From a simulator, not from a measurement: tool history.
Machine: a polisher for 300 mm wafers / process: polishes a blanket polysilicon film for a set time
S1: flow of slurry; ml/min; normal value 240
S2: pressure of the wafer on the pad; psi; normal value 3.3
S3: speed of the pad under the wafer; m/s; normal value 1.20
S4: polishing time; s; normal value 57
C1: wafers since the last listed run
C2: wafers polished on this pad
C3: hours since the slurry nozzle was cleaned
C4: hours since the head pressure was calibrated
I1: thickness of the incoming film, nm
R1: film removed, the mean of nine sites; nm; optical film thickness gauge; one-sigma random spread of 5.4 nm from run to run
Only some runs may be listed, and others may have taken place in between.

{"run": 1, "hour": 0.0, "S1": 240, "S2": 3.3, "S3": 1.2, "S4": 57, "C1": 0, "C2": 58, "C3": 597.8, "C4": 994.9, "I1": 1883.1, "R1": 645.7}
{"run": 2, "hour": 13.4, "S1": 240, "S2": 3.3, "S3": 1.2, "S4": 57, "C1": 73, "C2": 131, "C3": 611.2, "C4": 1008.3, "I1": 1900.9, "R1": 647.0}
{"run": 3, "hour": 19.9, "S1": 240, "S2": 3.3, "S3": 1.2, "S4": 57, "C1": 35, "C2": 167, "C3": 617.7, "C4": 1014.8, "I1": 1932.5, "R1": 645.2}
{"run": 4, "hour": 28.4, "S1": 240, "S2": 3.3, "S3": 1.2, "S4": 57, "C1": 46, "C2": 213, "C3": 626.2, "C4": 1023.3, "I1": 1917.1, "R1": 621.2}
{"run": 5, "hour": 39.2, "S1": 240, "S2": 3.3, "S3": 1.2, "S4": 57, "C1": 58, "C2": 272, "C3": 637.0, "C4": 1034.1, "I1": 1878.6, "R1": 619.0}
{"run": 6, "hour": 48.2, "S1": 240, "S2": 3.3, "S3": 1.2, "S4": 57, "C1": 49, "C2": 321, "C3": 646.0, "C4": 1043.1, "I1": 1908.0, "R1": 625.3}
{"run": 7, "hour": 63.5, "S1": 215, "S2": 3.3, "S3": 1.2, "S4": 57, "C1": 83, "C2": 405, "C3": 661.3, "C4": 1058.4, "I1": 1879.2, "R1": 598.5}
{"run": 8, "hour": 72.3, "S1": 270, "S2": 3.3, "S3": 1.2, "S4": 57, "C1": 47, "C2": 453, "C3": 670.1, "C4": 1067.2, "I1": 1914.7, "R1": 617.4}
{"hour": 79.5, "done": "worn pad replaced by a new one"}
{"run": 9, "hour": 80.0, "S1": 175, "S2": 3.3, "S3": 1.2, "S4": 57, "C1": 20, "C2": 2, "C3": 677.8, "C4": 1074.9, "I1": 1905.4, "R1": 606.2}
{"run": 10, "hour": 96.3, "S1": 175, "S2": 3.3, "S3": 1.2, "S4": 57, "C1": 88, "C2": 91, "C3": 694.1, "C4": 1091.2, "I1": 1909.0, "R1": 593.4}
{"run": 11, "hour": 104.3, "S1": 175, "S2": 3.3, "S3": 1.2, "S4": 57, "C1": 43, "C2": 135, "C3": 702.1, "C4": 1099.2, "I1": 1889.7, "R1": 579.3}
{"run": 12, "hour": 115.7, "S1": 240, "S2": 3.3, "S3": 1.2, "S4": 57, "C1": 62, "C2": 197, "C3": 713.5, "C4": 1110.6, "I1": 1890.9, "R1": 611.2}
{"run": 13, "hour": 128.2, "S1": 240, "S2": 3.3, "S3": 1.2, "S4": 57, "C1": 68, "C2": 265, "C3": 726.0, "C4": 1123.1, "I1": 1870.6, "R1": 615.5}
{"run": 14, "hour": 144.3, "S1": 240, "S2": 3.3, "S3": 1.2, "S4": 57, "C1": 87, "C2": 353, "C3": 742.1, "C4": 1139.2, "I1": 1904.1, "R1": 600.2}
{"run": 15, "hour": 156.2, "S1": 240, "S2": 3.3, "S3": 1.2, "S4": 57, "C1": 64, "C2": 418, "C3": 754.0, "C4": 1151.1, "I1": 1919.6, "R1": 598.4}
{"run": 16, "hour": 172.3, "S1": 240, "S2": 3.3, "S3": 1.54, "S4": 57, "C1": 87, "C2": 506, "C3": 770.1, "C4": 1167.2, "I1": 1885.1, "R1": 746.8}
{"run": 17, "hour": 180.3, "S1": 240, "S2": 3.3, "S3": 1.2, "S4": 57, "C1": 43, "C2": 549, "C3": 778.1, "C4": 1175.2, "I1": 1927.8, "R1": 593.7}
{"hour": 188.3, "done": "worn pad replaced by a new one"}
{"run": 18, "hour": 191.4, "S1": 240, "S2": 3.3, "S3": 1.2, "S4": 57, "C1": 38, "C2": 16, "C3": 789.2, "C4": 1186.3, "I1": 1861.7, "R1": 633.3}
{"hour": 193.6, "done": "head pressure recalibrated"}
{"run": 19, "hour": 197.8, "S1": 240, "S2": 3.3, "S3": 1.2, "S4": 39, "C1": 23, "C2": 40, "C3": 795.6, "C4": 4.2, "I1": 1918.1, "R1": 426.4}
{"run": 20, "hour": 216.0, "S1": 240, "S2": 3.3, "S3": 1.2, "S4": 57, "C1": 99, "C2": 140, "C3": 813.8, "C4": 22.4, "I1": 1890.9, "R1": 599.4}
{"run": 21, "hour": 234.0, "S1": 240, "S2": 3.3, "S3": 0.8, "S4": 57, "C1": 98, "C2": 238, "C3": 831.8, "C4": 40.4, "I1": 1904.5, "R1": 412.6}
{"hour": 251.8, "done": "slurry nozzle cleaned"}
{"run": 22, "hour": 252.3, "S1": 240, "S2": 3.3, "S3": 1.46, "S4": 57, "C1": 94, "C2": 332, "C3": 0.5, "C4": 58.7, "I1": 1879.8, "R1": 770.6}
{"run": 23, "hour": 262.9, "S1": 315, "S2": 3.3, "S3": 1.62, "S4": 57, "C1": 57, "C2": 390, "C3": 11.1, "C4": 69.3, "I1": 1876.1, "R1": 866.5}
{"hour": 269.3, "done": "worn pad replaced by a new one"}
{"run": 24, "hour": 275.9, "S1": 300, "S2": 3.3, "S3": 1.08, "S4": 57, "C1": 49, "C2": 35, "C3": 24.1, "C4": 82.3, "I1": 1909.8, "R1": 626.7}
{"run": 25, "hour": 287.9, "S1": 300, "S2": 4.3, "S3": 1.58, "S4": 40, "C1": 65, "C2": 101, "C3": 36.1, "C4": 94.3, "I1": 1927.5, "R1": 786.9}
{"run": 26, "hour": 294.1, "S1": 175, "S2": 2.9, "S3": 1.2, "S4": 57, "C1": 33, "C2": 135, "C3": 42.3, "C4": 100.5, "I1": 1911.2, "R1": 538.9}
{"run": 27, "hour": 302.9, "S1": 210, "S2": 3.0, "S3": 1.2, "S4": 57, "C1": 47, "C2": 183, "C3": 51.1, "C4": 109.3, "I1": 1883.9, "R1": 578.7}

Predict the results of run 28:
{"run": 28, "hour": 312.8, "S1": 240, "S2": 3.3, "S3": 1.58, "S4": 41, "C1": 53, "C2": 237, "C3": 61.0, "C4": 119.2, "I1": 1896.5, "R1": "?"}

R1: 597.7 nm
Without the tool's hidden state the same run would have given R1 641.9 nm.
